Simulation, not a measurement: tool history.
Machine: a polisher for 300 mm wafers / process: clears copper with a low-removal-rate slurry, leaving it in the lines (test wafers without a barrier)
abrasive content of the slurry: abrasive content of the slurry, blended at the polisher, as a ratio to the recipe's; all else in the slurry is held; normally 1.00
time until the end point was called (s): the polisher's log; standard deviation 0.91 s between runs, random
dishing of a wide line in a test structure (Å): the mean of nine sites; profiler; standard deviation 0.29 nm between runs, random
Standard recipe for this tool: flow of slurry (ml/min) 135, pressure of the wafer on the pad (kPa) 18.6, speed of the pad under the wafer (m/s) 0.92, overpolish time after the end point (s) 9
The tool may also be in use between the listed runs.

| run | day | flow of slurry (ml/min) | pressure of the wafer on the pad (kPa) | speed of the pad under the wafer (m/s) | abrasive content of the slurry | overpolish time after the end point (s) | wafers since the last listed run | wafers polished on this pad | hours since the slurry nozzle was cleaned | hours since the head pressure was calibrated | hours since the slurry blender was calibrated | incoming thickness of the incoming film, nm | time until the end point was called (s) | dishing of a wide line in a test structure (Å) |
|---|---|---|---|---|---|---|---|---|---|---|---|---|---|---|
| 1 | 0.000 | 135 | 18.6 | 0.92 | 1.00 | 9 | 0 | 3685 | 43.2 | 215.9 | 672.1 | 231.0 | 85.6 | 188 |
|  | 0.271 | slurry blender recalibrated |
| 2 | 4.462 | 135 | 18.6 | 0.92 | 1.00 | 9 | 1070 | 4756 | 150.3 | 323.0 | 100.6 | 232.1 | 83.3 | 185 |
| 3 | 7.362 | 135 | 18.6 | 0.92 | 1.00 | 9 | 708 | 5464 | 219.9 | 392.6 | 170.2 | 228.6 | 83.0 | 187 |
| 4 | 9.633 | 135 | 18.6 | 0.92 | 1.00 | 9 | 555 | 6020 | 274.4 | 447.1 | 224.7 | 229.8 | 83.6 | 187 |
| 5 | 13.492 | 135 | 18.6 | 0.92 | 1.00 | 9 | 943 | 6963 | 367.0 | 539.7 | 317.3 | 225.8 | 83.6 | 184 |
|  | 15.225 | worn pad replaced by a new one |
| 6 | 15.746 | 135 | 18.6 | 0.92 | 1.00 | 9 | 510 | 127 | 421.1 | 593.8 | 371.4 | 228.9 | 83.2 | 180 |
|  | 21.046 | head pressure recalibrated |
| 7 | 21.308 | 155 | 18.6 | 0.92 | 1.00 | 9 | 1339 | 1467 | 554.6 | 6.3 | 504.9 | 227.7 | 80.4 | 185 |
| 8 | 24.238 | 135 | 18.6 | 0.92 | 1.00 | 9 | 716 | 2183 | 624.9 | 76.6 | 575.2 | 231.3 | 84.2 | 185 |
|  | 26.567 | slurry nozzle cleaned |
| 9 | 28.354 | 135 | 18.6 | 0.92 | 1.00 | 9 | 996 | 3179 | 42.9 | 175.4 | 674.0 | 230.0 | 83.0 | 183 |
|  | 29.479 | slurry blender recalibrated |
| 10 | 30.529 | 150 | 18.6 | 0.68 | 1.20 | 4 | 511 | 3690 | 95.1 | 227.6 | 25.2 | 229.3 | 100.5 | 70 |
| 11 | 33.600 | 115 | 18.6 | 0.92 | 1.00 | 9 | 750 | 4441 | 168.8 | 301.3 | 98.9 | 226.0 | 84.5 | 180 |
| 12 | 37.329 | 135 | 18.6 | 0.92 | 1.00 | 9 | 911 | 5353 | 258.3 | 390.8 | 188.4 | 230.5 | 84.9 | 182 |
| 13 | 40.396 | 135 | 18.6 | 0.66 | 1.00 | 7 | 749 | 6102 | 331.9 | 464.4 | 262.0 | 229.5 | 108.4 | 113 |
| 14 | 43.354 | 135 | 23.4 | 0.92 | 0.70 | 7 | 723 | 6826 | 402.9 | 535.4 | 333.0 | 229.9 | 74.9 | 162 |
| 15 | 47.617 | 135 | 18.6 | 0.92 | 1.15 | 9 | 1042 | 7868 | 505.2 | 637.7 | 435.3 | 233.2 | 81.8 | 190 |
| 16 | 49.333 | 135 | 18.6 | 0.92 | 1.00 | 6 | 419 | 8287 | 546.4 | 678.9 | 476.5 | 227.3 | 81.8 | 124 |
|  | 49.558 | worn pad replaced by a new one |
|  | 51.062 | head pressure recalibrated |
| 17 | 52.508 | 135 | 18.6 | 0.66 | 1.00 | 7 | 715 | 700 | 622.6 | 34.7 | 552.7 | 231.7 | 110.5 | 112 |
| 18 | 55.500 | 135 | 18.6 | 1.02 | 1.00 | 9 | 731 | 1431 | 694.4 | 106.5 | 624.5 | 227.1 | 74.7 | 201 |
|  | 55.971 | slurry nozzle cleaned |
| 19 | 57.612 | 100 | 12.4 | 1.20 | 0.70 | 9 | 506 | 1938 | 39.4 | 157.2 | 675.2 | 232.0 | 99.2 | 163 |
| 20 | 61.033 | 135 | 18.6 | 0.92 | 1.00 | 9 | 836 | 2774 | 121.5 | 239.3 | 757.3 | 228.9 | 83.1 | 184 |
|  | 63.233 | slurry blender recalibrated |
| 21 | 63.254 | 160 | 18.6 | 1.06 | 1.00 | 9 | 522 | 3296 | 174.8 | 292.6 | 0.5 | 231.4 | 70.5 | 216 |
| 22 | 71.921 | 150 | 18.6 | 1.12 | 0.85 | 9 | 2118 | 5415 | 382.8 | 500.6 | 208.5 | 231.5 | 72.2 | 211 |
| 23 | 74.625 | 135 | 18.6 | 0.92 | 1.00 | 9 | 661 | 6076 | 447.7 | 565.5 | 273.4 | 229.9 | 83.7 | 180 |
| 24 | 78.871 | 150 | 24.1 | 1.10 | 1.10 | 9 | 1037 | 7114 | 549.6 | 667.4 | 375.3 | 231.0 | 58.3 | 255 |
| 25 | 81.717 | 135 | 18.6 | 0.92 | 0.85 | 6 | 695 | 7810 | 617.9 | 735.7 | 443.6 | 229.8 | 87.5 | 128 |
|  | 82.642 | head pressure recalibrated |
|  | 83.854 | worn pad replaced by a new one |
| 26 | 84.079 | 135 | 18.6 | 0.92 | 0.80 | 9 | 516 | 54 | 674.6 | 34.5 | 500.3 | 230.7 | 86.9 | 175 |
| 27 | 87.383 | 135 | 15.2 | 1.20 | 1.15 | 6 | 807 | 862 | 753.9 | 113.8 | 579.6 | 230.6 | 74.9 | 141 |
|  | 87.979 | slurry nozzle cleaned |
| 28 | 90.600 | 110 | 18.6 | 0.92 | 1.00 | 9 | 776 | 1638 | 62.9 | 191.0 | 656.8 | 232.7 | 87.5 | 173 |

Forecast each of these 4 alternatives for the next run:
| A | 90.617 | 135 | 18.6 | 0.92 | 1.00 | 9 | 4 | 1642 | 63.3 | 191.4 | 657.2 | 225.7 | ? | ? |
| B | 90.617 | 90 | 18.6 | 0.92 | 1.00 | 9 | 4 | 1642 | 63.3 | 191.4 | 657.2 | 225.7 | ? | ? |
| C | 90.617 | 115 | 18.6 | 0.92 | 1.20 | 7 | 4 | 1642 | 63.3 | 191.4 | 657.2 | 225.7 | ? | ? |
| D | 90.617 | 135 | 18.6 | 0.74 | 1.00 | 13 | 4 | 1642 | 63.3 | 191.4 | 657.2 | 225.7 | ? | ? |

| run | time until the end point was called (s) | dishing of a wide line in a test structure (Å) |
|---|---|---|
| A | 81.3 | 183 |
| B | 88.2 | 169 |
| C | 81.0 | 145 |
| D | 97.4 | 217 |
Take away the tool's hidden state, keep each run's random variation, and the runs would have read:
| run | time until the end point was called (s) | dishing of a wide line in a test structure (Å) |
|---|---|---|
| A | 81.3 | 183 |
| B | 88.2 | 169 |
| C | 81.0 | 145 |
| D | 97.4 | 217 |
